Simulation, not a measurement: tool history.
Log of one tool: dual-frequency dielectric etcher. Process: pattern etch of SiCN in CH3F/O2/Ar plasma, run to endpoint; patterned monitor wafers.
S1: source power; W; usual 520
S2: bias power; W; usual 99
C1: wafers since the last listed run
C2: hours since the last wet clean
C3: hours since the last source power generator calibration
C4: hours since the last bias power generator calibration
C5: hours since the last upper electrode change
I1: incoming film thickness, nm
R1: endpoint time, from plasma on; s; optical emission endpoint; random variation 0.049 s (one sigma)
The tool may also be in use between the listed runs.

Run 1, day 0.000: usual settings but S1 460 W; C1 0; C2 449.6; C3 1538.8; C4 3784.7; C5 4299.4; I1 7.30. Result: R1 16.5 s.
Run 2, day 0.392: usual settings but S1 460 W; C1 140; C2 459.0; C3 1548.2; C4 3794.1; C5 4308.8; I1 7.26. Result: R1 16.4 s.
Run 3, day 0.946: usual settings but S1 460 W; C1 198; C2 472.3; C3 1561.5; C4 3807.4; C5 4322.1; I1 7.31. Result: R1 16.5 s.
Run 4, day 1.346: usual settings but S2 79 W; C1 143; C2 481.9; C3 1571.1; C4 3817.0; C5 4331.7; I1 7.27. Result: R1 16.9 s.
At day 2.483: upper electrode replaced.
At day 3.062: wet clean of the chamber.
Run 5, day 3.083: usual settings but S2 79 W; C1 57; C2 0.5; C3 1612.8; C4 3858.7; C5 14.4; I1 7.28. Result: R1 17.5 s.
Run 6, day 3.096: usual settings but S2 88 W; C1 4; C2 0.8; C3 1613.1; C4 3859.0; C5 14.7; I1 7.25. Result: R1 16.9 s.
Run 7, day 3.108: usual settings but S2 88 W; C1 4; C2 1.1; C3 1613.4; C4 3859.3; C5 15.0; I1 7.24. Result: R1 17.0 s.
At day 3.312: bias power generator calibrated.
Run 8, day 3.333: usual settings but S2 79 W; C1 20; C2 6.5; C3 1618.8; C4 0.5; C5 20.4; I1 7.25. Result: R1 17.4 s.
Run 9, day 3.596: usual settings but S1 480 W, S2 123 W; C1 94; C2 12.8; C3 1625.1; C4 6.8; C5 26.7; I1 7.33. Result: R1 15.7 s.
Run 10, day 3.950: usual settings but S1 480 W, S2 93 W; C1 126; C2 21.3; C3 1633.6; C4 15.3; C5 35.2; I1 7.23. Result: R1 17.0 s.
Run 11, day 4.525: usual settings but S2 108 W; C1 206; C2 35.1; C3 1647.4; C4 29.1; C5 49.0; I1 7.29. Result: R1 15.9 s.
Run 12, day 4.775: usual settings but S2 92 W; C1 89; C2 41.1; C3 1653.4; C4 35.1; C5 55.0; I1 7.29. Result: R1 16.7 s.
At day 5.292: source power generator calibrated.
Run 13, day 5.312: usual settings; C1 132; C2 54.0; C3 0.5; C4 48.0; C5 67.9; I1 7.25. Result: R1 16.3 s.
Run 14, day 5.888: usual settings but S1 610 W, S2 119 W; C1 206; C2 67.8; C3 14.3; C4 61.8; C5 81.7; I1 7.30. Result: R1 14.6 s.
Run 15, day 6.621: usual settings but S1 470 W; C1 262; C2 85.4; C3 31.9; C4 79.4; C5 99.3; I1 7.27. Result: R1 16.9 s.

4 ways to go on from here, each from the tool as it stands after run 15. What would each give?
Run A, day 6.638: usual settings; C1 5; C2 85.8; C3 32.3; C4 79.8; C5 99.7; I1 7.31. Result: R1 ?.
Run B, day 6.638: usual settings but S1 400 W, S2 83 W; C1 5; C2 85.8; C3 32.3; C4 79.8; C5 99.7; I1 7.31. Result: R1 ?.
Run C, day 6.638: usual settings but S1 620 W; C1 5; C2 85.8; C3 32.3; C4 79.8; C5 99.7; I1 7.31. Result: R1 ?.
Run D, day 6.638: usual settings but S1 390 W; C1 5; C2 85.8; C3 32.3; C4 79.8; C5 99.7; I1 7.31. Result: R1 ?.

run    R1
  A  16.3
  B  18.8
  C  15.4
  D  17.9
Without the tool's hidden state the same runs would have given:
run    R1
  A  16.4
  B  18.8
  C  15.4
  D  18.0

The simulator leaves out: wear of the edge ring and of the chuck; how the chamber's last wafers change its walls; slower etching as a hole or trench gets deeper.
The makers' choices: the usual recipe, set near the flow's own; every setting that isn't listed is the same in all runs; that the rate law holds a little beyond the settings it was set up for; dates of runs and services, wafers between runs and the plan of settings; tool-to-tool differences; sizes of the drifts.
